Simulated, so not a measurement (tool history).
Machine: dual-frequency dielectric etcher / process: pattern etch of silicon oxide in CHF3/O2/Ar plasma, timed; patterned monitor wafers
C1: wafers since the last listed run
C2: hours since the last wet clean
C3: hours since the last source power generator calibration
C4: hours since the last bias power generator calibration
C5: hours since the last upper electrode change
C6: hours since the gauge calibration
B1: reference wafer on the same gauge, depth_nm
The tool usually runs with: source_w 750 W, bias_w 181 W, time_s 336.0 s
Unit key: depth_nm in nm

Run 1, hour 0.0: usual settings; C1 0; C2 470.7; C3 2832.6; C4 1661.9; C5 6138.1; C6 228.8; B1 832.2. Result: depth_nm 711.8 nm.
Run 2, hour 24.2: usual settings; C1 75; C2 494.9; C3 2856.8; C4 1686.1; C5 6162.3; C6 253.0; B1 832.3. Result: depth_nm 709.9 nm.
Run 3, hour 36.3: usual settings; C1 37; C2 507.0; C3 2868.9; C4 1698.2; C5 6174.4; C6 265.1; B1 832.4. Result: depth_nm 713.0 nm.
At hour 74.3: wet clean of the chamber.
Run 4, hour 74.8: usual settings; C1 45; C2 0.5; C3 2907.4; C4 1736.7; C5 6212.9; C6 303.6; B1 831.5. Result: depth_nm 711.9 nm.
Run 5, hour 106.5: usual settings but time_s 361.5 s; C1 99; C2 32.2; C3 2939.1; C4 1768.4; C5 6244.6; C6 335.3; B1 830.3. Result: depth_nm 762.4 nm.
Run 6, hour 130.6: usual settings but time_s 361.5 s; C1 75; C2 56.3; C3 2963.2; C4 1792.5; C5 6268.7; C6 359.4; B1 829.2. Result: depth_nm 764.4 nm.
At hour 185.0: upper electrode replaced.
Run 7, hour 185.5: usual settings but time_s 283.5 s; C1 96; C2 111.2; C3 3018.1; C4 1847.4; C5 0.5; C6 414.3; B1 828.2. Result: depth_nm 597.9 nm.
Run 8, hour 186.0: usual settings but time_s 283.5 s; C1 1; C2 111.7; C3 3018.6; C4 1847.9; C5 1.0; C6 414.8; B1 827.7. Result: depth_nm 596.0 nm.
Run 9, hour 217.1: usual settings but time_s 283.5 s; C1 97; C2 142.8; C3 3049.7; C4 1879.0; C5 32.1; C6 445.9; B1 827.2. Result: depth_nm 598.8 nm.
Run 10, hour 245.2: usual settings; C1 88; C2 170.9; C3 3077.8; C4 1907.1; C5 60.2; C6 474.0; B1 826.5. Result: depth_nm 706.8 nm.
At hour 254.4: source power generator calibrated.
Run 11, hour 259.0: usual settings; C1 30; C2 184.7; C3 4.6; C4 1920.9; C5 74.0; C6 487.8; B1 825.7. Result: depth_nm 708.4 nm.
At hour 270.7: bias power generator calibrated.
Run 12, hour 290.4: usual settings; C1 85; C2 216.1; C3 36.0; C4 19.7; C5 105.4; C6 519.2; B1 825.4. Result: depth_nm 703.2 nm.
Run 13, hour 324.5: usual settings but time_s 357.5 s; C1 106; C2 250.2; C3 70.1; C4 53.8; C5 139.5; C6 553.3; B1 824.2. Result: depth_nm 749.1 nm.
Run 14, hour 341.9: usual settings but time_s 357.5 s; C1 54; C2 267.6; C3 87.5; C4 71.2; C5 156.9; C6 570.7; B1 823.0. Result: depth_nm 748.2 nm.
Run 15, hour 364.6: usual settings but source_w 620 W, time_s 412.5 s; C1 71; C2 290.3; C3 110.2; C4 93.9; C5 179.6; C6 593.4; B1 822.8. Result: depth_nm 791.4 nm.
Run 16, hour 421.2: usual settings but bias_w 149 W; C1 177; C2 346.9; C3 166.8; C4 150.5; C5 236.2; C6 650.0; B1 821.2. Result: depth_nm 638.6 nm.
Run 17, hour 453.6: usual settings but source_w 690 W, time_s 409.0 s; C1 101; C2 379.3; C3 199.2; C4 182.9; C5 268.6; C6 682.4; B1 820.4. Result: depth_nm 824.6 nm.
Run 18, hour 503.0: usual settings but source_w 640 W, time_s 237.5 s; C1 154; C2 428.7; C3 248.6; C4 232.3; C5 318.0; C6 731.8; B1 818.9. Result: depth_nm 460.7 nm.
Run 19, hour 518.3: usual settings; C1 47; C2 444.0; C3 263.9; C4 247.6; C5 333.3; C6 747.1; B1 818.6. Result: depth_nm 699.9 nm.
Run 20, hour 538.3: usual settings but source_w 640 W, bias_w 223 W; C1 62; C2 464.0; C3 283.9; C4 267.6; C5 353.3; C6 767.1; B1 817.5. Result: depth_nm 720.6 nm.
Run 21, hour 557.0: usual settings but source_w 810 W, time_s 415.5 s; C1 58; C2 482.7; C3 302.6; C4 286.3; C5 372.0; C6 785.8; B1 817.6. Result: depth_nm 897.6 nm.
At hour 570.3: gauge calibrated.
At hour 581.2: wet clean of the chamber.
Run 22, hour 581.7: usual settings but source_w 640 W, time_s 254.5 s; C1 2; C2 0.5; C3 327.3; C4 311.0; C5 396.7; C6 11.4; B1 840.4. Result: depth_nm 506.2 nm.
Run 23, hour 605.5: usual settings but source_w 690 W, bias_w 137 W, time_s 301.0 s; C1 74; C2 24.3; C3 351.1; C4 334.8; C5 420.5; C6 35.2; B1 839.1. Result: depth_nm 540.3 nm.
Run 24, hour 630.2: usual settings; C1 77; C2 49.0; C3 375.8; C4 359.5; C5 445.2; C6 59.9; B1 838.7. Result: depth_nm 719.3 nm.
Run 25, hour 653.7: usual settings; C1 73; C2 72.5; C3 399.3; C4 383.0; C5 468.7; C6 83.4; B1 838.6. Result: depth_nm 716.3 nm.
Run 26, hour 681.2: usual settings but source_w 600 W, bias_w 152 W, time_s 423.5 s; C1 86; C2 100.0; C3 426.8; C4 410.5; C5 496.2; C6 110.9; B1 837.8. Result: depth_nm 745.0 nm.
Run 27, hour 694.3: usual settings but source_w 810 W, time_s 382.5 s; C1 41; C2 113.1; C3 439.9; C4 423.6; C5 509.3; C6 124.0; B1 837.0. Result: depth_nm 842.2 nm.
Run 28, hour 706.5: usual settings; C1 38; C2 125.3; C3 452.1; C4 435.8; C5 521.5; C6 136.2; B1 837.1. Result: depth_nm 713.2 nm.
Run 29, hour 737.1: usual settings but time_s 304.0 s; C1 95; C2 155.9; C3 482.7; C4 466.4; C5 552.1; C6 166.8; B1 835.7. Result: depth_nm 648.8 nm.
Run 30, hour 758.7: usual settings; C1 67; C2 177.5; C3 504.3; C4 488.0; C5 573.7; C6 188.4; B1 835.4. Result: depth_nm 713.0 nm.
Run 31, hour 772.6: usual settings but source_w 830 W, bias_w 212 W, time_s 410.0 s; C1 43; C2 191.4; C3 518.2; C4 501.9; C5 587.6; C6 202.3; B1 835.2. Result: depth_nm 983.5 nm.

Each row is a separate what-if for the run after 31, all from the same tool condition, not one after another. Results?
Run A, hour 773.1: usual settings; C1 1; C2 191.9; C3 518.7; C4 502.4; C5 588.1; C6 202.8; B1 ?. Result: depth_nm ?.
Run B, hour 773.1: usual settings but source_w 830 W, bias_w 160 W, time_s 414.5 s; C1 1; C2 191.9; C3 518.7; C4 502.4; C5 588.1; C6 202.8; B1 ?. Result: depth_nm ?.
Run C, hour 773.1: usual settings but source_w 800 W; C1 1; C2 191.9; C3 518.7; C4 502.4; C5 588.1; C6 202.8; B1 ?. Result: depth_nm ?.

run     B1  depth_nm
  A  834.9     711.8
  B  834.9     865.8
  C  834.9     732.8
With the hidden condition removed and each run's random variation left untouched, the same runs would have given:
run  depth_nm
  A     715.6
  B     870.3
  C     736.6
